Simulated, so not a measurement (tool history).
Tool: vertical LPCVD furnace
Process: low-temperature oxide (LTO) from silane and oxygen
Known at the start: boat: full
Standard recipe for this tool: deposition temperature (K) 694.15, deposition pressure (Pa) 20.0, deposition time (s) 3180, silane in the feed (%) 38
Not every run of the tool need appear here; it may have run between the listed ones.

run	day	deposition temperature (K)	deposition pressure (Pa)	deposition time (s)	silane in the feed (%)	wafers since the last listed run	hours since the last temperature calibration	hours since the pressure gauge was zeroed	hours since the silane flow controller was replaced	hours since the gauge calibration	read-back reference wafer on the same gauge, thickness	film thickness on the monitor wafer in the middle of the boat (angstrom)
1	0.000	694.15	20.0	3180	38	0	910.9	2793.5	1226.8	1957.5	377.96	3705.4
2	9.096	701.15	16.7	3180	38	2647	1129.2	3011.8	1445.1	2175.8	378.13	3345.2
3	12.517	701.15	16.7	3180	38	995	1211.3	3093.9	1527.2	2257.9	377.97	3365.9
4	24.088	694.15	20.0	3180	38	3368	1489.0	3371.6	1804.9	2535.6	377.42	3773.7
5	31.146	694.15	20.0	3180	38	2054	1658.4	3541.0	1974.3	2705.0	377.73	3799.8
6	39.762	686.15	22.0	3180	38	2508	1865.2	3747.8	2181.1	2911.8	378.01	3866.0
# day 41.588: thermocouples replaced and temperature profile calibrated
7	41.608	686.15	22.0	3180	38	246	0.5	3792.1	2225.4	2956.1	377.92	3706.1
8	44.650	686.15	22.0	3180	38	885	73.5	3865.1	2298.4	3029.1	377.88	3701.0
# day 46.408: gauge calibrated
# day 46.988: silane flow controller replaced
9	52.662	694.15	21.3	4140	38	2041	265.8	4057.4	136.2	150.1	377.82	5163.2
10	56.567	694.15	21.3	4140	38	1136	359.5	4151.1	229.9	243.8	378.05	5167.5
11	60.279	694.15	20.0	3180	38	1080	448.6	4240.2	319.0	332.9	378.15	3756.4
12	62.996	694.15	20.0	3180	38	790	513.8	4305.4	384.2	398.1	378.22	3746.1
13	67.354	700.15	22.0	2730	32	1268	618.4	4410.0	488.8	502.7	378.03	3031.4
14	70.646	686.15	22.0	3180	38	958	697.4	4489.0	567.8	581.7	377.76	3826.4
15	73.000	694.15	20.0	3180	38	685	753.9	4545.5	624.3	638.2	378.23	3785.8
16	74.650	694.15	20.0	3180	31	480	793.5	4585.1	663.9	677.8	378.06	2943.5
# day 77.233: pressure gauge zeroed
17	77.254	694.15	22.0	3180	38	467	856.0	0.5	726.4	740.3	378.11	3916.2
18	80.642	694.15	20.0	3180	38	986	937.3	81.8	807.7	821.6	377.82	3548.0
19	84.242	686.15	20.0	3810	44	1048	1023.7	168.2	894.1	908.0	377.93	4665.3
20	87.233	687.15	15.3	3180	38	870	1095.5	240.0	965.9	979.8	378.23	2561.2
21	90.175	691.15	20.0	4020	42	856	1166.1	310.6	1036.5	1050.4	378.10	4917.8
22	93.838	689.15	24.7	2130	35	1066	1254.0	398.5	1124.4	1138.3	377.73	2531.6
23	100.946	682.15	20.0	3180	42	2069	1424.6	569.1	1295.0	1308.9	377.82	3577.7
24	104.200	705.15	15.3	3180	34	947	1502.7	647.2	1373.1	1387.0	377.46	2697.2

5 options for the next run, each taken on its own from the tool as it stands now. Forecast them:
A	104.371	694.15	18.0	3180	38	49	1506.8	651.3	1377.2	1391.1	?	?
B	104.371	686.15	15.3	3660	35	49	1506.8	651.3	1377.2	1391.1	?	?
C	104.371	694.15	20.0	3180	45	49	1506.8	651.3	1377.2	1391.1	?	?
D	104.371	694.15	18.7	3180	38	49	1506.8	651.3	1377.2	1391.1	?	?
E	104.371	706.15	16.0	2490	38	49	1506.8	651.3	1377.2	1391.1	?	?

run	read-back reference wafer on the same gauge, thickness	film thickness on the monitor wafer in the middle of the boat (angstrom)
A	377.82	3251.9
B	377.82	2651.5
C	377.82	4321.5
D	377.82	3371.7
E	377.82	2552.9
What these runs would have given with no unlogged condition in the tool:
run	film thickness on the monitor wafer in the middle of the boat (angstrom)
A	3135.2
B	2549.6
C	4175.7
D	3251.3
E	2463.1
